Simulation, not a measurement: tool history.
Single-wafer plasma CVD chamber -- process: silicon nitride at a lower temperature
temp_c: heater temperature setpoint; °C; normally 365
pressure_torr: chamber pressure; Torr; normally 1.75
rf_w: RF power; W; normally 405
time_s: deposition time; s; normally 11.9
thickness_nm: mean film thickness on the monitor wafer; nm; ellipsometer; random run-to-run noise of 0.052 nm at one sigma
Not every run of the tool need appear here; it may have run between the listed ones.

| run | hour | temp_c | pressure_torr | rf_w | time_s | read-back reference wafer on the same gauge, thickness_nm | thickness_nm |
|---|---|---|---|---|---|---|---|
| 1 | 0.0 | 365 | 1.75 | 405 | 11.9 | 15.705 | 17.134 |
| 2 | 9.1 | 365 | 1.75 | 405 | 11.9 | 15.707 | 17.194 |
|  | 26.3 | capacitance manometer re-zeroed and calibrated |
| 3 | 26.8 | 365 | 1.75 | 405 | 11.9 | 15.695 | 17.123 |
| 4 | 34.9 | 365 | 1.75 | 405 | 11.9 | 15.691 | 17.041 |
| 5 | 52.5 | 365 | 1.75 | 405 | 11.9 | 15.701 | 17.156 |
|  | 61.7 | RF generator calibrated |
|  | 75.4 | thermocouple changed; heater temperature recalibrated |
| 6 | 75.9 | 365 | 1.75 | 465 | 11.9 | 15.720 | 19.154 |
| 7 | 78.1 | 365 | 1.75 | 465 | 11.9 | 15.694 | 18.967 |
|  | 86.8 | showerhead replaced, of another model than before |
| 8 | 94.0 | 365 | 1.75 | 405 | 11.9 | 15.703 | 17.396 |
| 9 | 108.7 | 365 | 1.75 | 340 | 11.9 | 15.705 | 14.234 |
| 10 | 122.4 | 365 | 1.75 | 485 | 11.9 | 15.699 | 20.496 |
| 11 | 133.3 | 365 | 2.16 | 360 | 11.9 | 15.696 | 15.653 |
| 12 | 145.0 | 365 | 1.75 | 405 | 10.4 | 15.696 | 15.140 |
| 13 | 156.7 | 378 | 1.34 | 445 | 13.7 | 15.704 | 20.775 |
| 14 | 164.4 | 365 | 1.75 | 405 | 11.9 | 15.703 | 17.212 |
|  | 173.4 | gauge calibrated |
| 15 | 201.1 | 365 | 1.62 | 345 | 11.9 | 15.710 | 14.268 |
| 16 | 212.4 | 359 | 1.75 | 405 | 11.9 | 15.711 | 17.252 |
| 17 | 225.7 | 355 | 1.49 | 330 | 12.6 | 15.697 | 14.119 |
| 18 | 239.8 | 378 | 1.34 | 445 | 13.7 | 15.711 | 20.682 |
| 19 | 255.3 | 369 | 1.75 | 405 | 11.9 | 15.701 | 17.041 |
| 20 | 281.6 | 365 | 1.35 | 405 | 11.9 | 15.693 | 16.551 |
| 21 | 288.2 | 365 | 1.75 | 405 | 11.9 | 15.684 | 17.011 |
| 22 | 296.3 | 365 | 1.75 | 405 | 11.9 | 15.710 | 17.126 |
| 23 | 303.6 | 374 | 1.64 | 340 | 13.1 | 15.700 | 15.217 |
| 24 | 310.5 | 379 | 1.75 | 405 | 12.7 | 15.691 | 18.172 |
| 25 | 325.6 | 365 | 1.75 | 405 | 11.9 | 15.688 | 16.925 |
| 26 | 338.6 | 376 | 1.75 | 370 | 11.9 | 15.706 | 15.415 |
| 27 | 346.5 | 378 | 1.75 | 465 | 9.8 | 15.714 | 15.805 |
| 28 | 354.3 | 376 | 1.48 | 405 | 11.9 | 15.710 | 16.475 |
| 29 | 368.1 | 365 | 1.75 | 405 | 11.9 | 15.701 | 16.957 |

What if the next run were any one of these 4? Each begins from the tool's condition after run 29:
| A | 368.5 | 365 | 1.75 | 405 | 11.9 | ? | ? |
| B | 368.5 | 358 | 1.75 | 405 | 11.9 | ? | ? |
| C | 368.5 | 365 | 2.10 | 335 | 10.1 | ? | ? |
| D | 368.5 | 359 | 1.75 | 480 | 13.1 | ? | ? |

| run | read-back reference wafer on the same gauge, thickness_nm | thickness_nm |
|---|---|---|
| A | 15.700 | 16.925 |
| B | 15.700 | 16.970 |
| C | 15.700 | 11.880 |
| D | 15.700 | 21.816 |
Take away the tool's hidden state, keep each run's random variation, and the runs would have read:
| run | thickness_nm |
|---|---|
| A | 17.552 |
| B | 17.599 |
| C | 12.372 |
| D | 22.525 |
